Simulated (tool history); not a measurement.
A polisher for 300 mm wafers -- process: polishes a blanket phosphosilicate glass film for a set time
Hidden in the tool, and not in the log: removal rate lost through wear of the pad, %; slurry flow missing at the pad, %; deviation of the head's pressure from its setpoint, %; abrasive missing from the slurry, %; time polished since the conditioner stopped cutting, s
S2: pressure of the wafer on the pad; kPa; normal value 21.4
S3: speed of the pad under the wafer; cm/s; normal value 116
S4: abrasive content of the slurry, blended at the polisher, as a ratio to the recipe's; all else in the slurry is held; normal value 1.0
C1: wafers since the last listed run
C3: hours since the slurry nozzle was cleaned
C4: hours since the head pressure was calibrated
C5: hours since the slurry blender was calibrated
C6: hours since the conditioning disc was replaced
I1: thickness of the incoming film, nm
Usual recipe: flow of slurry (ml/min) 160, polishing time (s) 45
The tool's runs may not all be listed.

Run 1, hour 0.0: usual settings; C1 0; wafers polished on this pad 726; C3 345.0; C4 963.0; C5 192.3; C6 228.4; I1 3621.9. Result: film removed (nm) 439.2.
Run 2, hour 44.4: usual settings; C1 462; wafers polished on this pad 1188; C3 389.4; C4 1007.4; C5 236.7; C6 272.8; I1 3621.0. Result: film removed (nm) 441.4.
Run 3, hour 66.6: usual settings; C1 231; wafers polished on this pad 1419; C3 411.6; C4 1029.6; C5 258.9; C6 295.0; I1 3638.4. Result: film removed (nm) 436.6.
At hour 72.0: worn pad replaced by a new one.
Run 4, hour 80.1: usual settings; C1 98; wafers polished on this pad 84; C3 425.1; C4 1043.1; C5 272.4; C6 308.5; I1 3635.1. Result: film removed (nm) 435.2.
Run 5, hour 109.0: usual settings; C1 300; wafers polished on this pad 385; C3 454.0; C4 1072.0; C5 301.3; C6 337.4; I1 3580.1. Result: film removed (nm) 430.5.
Run 6, hour 122.7: usual settings; C1 142; wafers polished on this pad 527; C3 467.7; C4 1085.7; C5 315.0; C6 351.1; I1 3563.6. Result: film removed (nm) 435.4.
Run 7, hour 147.9: usual settings; C1 262; wafers polished on this pad 790; C3 492.9; C4 1110.9; C5 340.2; C6 376.3; I1 3521.3. Result: film removed (nm) 429.9.
Run 8, hour 164.7: usual settings; C1 174; wafers polished on this pad 965; C3 509.7; C4 1127.7; C5 357.0; C6 393.1; I1 3608.5. Result: film removed (nm) 431.8.
Run 9, hour 188.2: usual settings but S2 19.3 kPa; C1 244; wafers polished on this pad 1209; C3 533.2; C4 1151.2; C5 380.5; C6 416.6; I1 3607.0. Result: film removed (nm) 383.8.
At hour 196.8: slurry blender recalibrated.
At hour 214.4: worn pad replaced by a new one.
Run 10, hour 218.2: usual settings but S2 25.5 kPa; C1 249; wafers polished on this pad 39; C3 563.2; C4 1181.2; C5 21.4; C6 446.6; I1 3594.3. Result: film removed (nm) 502.1.
Run 11, hour 246.4: usual settings but flow of slurry (ml/min) 180, S3 92 cm/s; C1 293; wafers polished on this pad 333; C3 591.4; C4 1209.4; C5 49.6; C6 474.8; I1 3598.7. Result: film removed (nm) 376.1.
Run 12, hour 260.9: usual settings but flow of slurry (ml/min) 180, S3 92 cm/s; C1 150; wafers polished on this pad 484; C3 605.9; C4 1223.9; C5 64.1; C6 489.3; I1 3646.2. Result: film removed (nm) 386.5.
At hour 272.0: conditioning disc replaced and pad reconditioned.
Run 13, hour 282.7: usual settings but S4 1.2, polishing time (s) 51; C1 206; wafers polished on this pad 690; C3 627.7; C4 1245.7; C5 85.9; C6 10.7; I1 3552.6. Result: film removed (nm) 571.5.
At hour 293.8: head pressure recalibrated.
At hour 302.3: slurry nozzle cleaned.
Run 14, hour 303.6: usual settings but S4 0.7; C1 186; wafers polished on this pad 876; C3 1.3; C4 9.8; C5 106.8; C6 31.6; I1 3608.5. Result: film removed (nm) 301.2.
Run 15, hour 333.7: usual settings but S3 102 cm/s, polishing time (s) 55; C1 313; wafers polished on this pad 1190; C3 31.4; C4 39.9; C5 136.9; C6 61.7; I1 3588.7. Result: film removed (nm) 503.0.
At hour 351.5: worn pad replaced by a new one.
Run 16, hour 424.7: usual settings but flow of slurry (ml/min) 115, S3 106 cm/s, S4 0.7, polishing time (s) 34; C1 905; wafers polished on this pad 761; C3 122.4; C4 130.9; C5 227.9; C6 152.7; I1 3548.9. Result: film removed (nm) 210.4.

Estimate the outcome of run 17 from the log above:
Run 17, hour 443.0: usual settings but flow of slurry (ml/min) 135; C1 190; wafers polished on this pad 951; C3 140.7; C4 149.2; C5 246.2; C6 171.0; I1 3605.4. Result: film removed (nm) ?.

Run 17 gave film removed (nm) 430.6.
Without the tool's hidden state the same run would have given film removed (nm) 433.8.
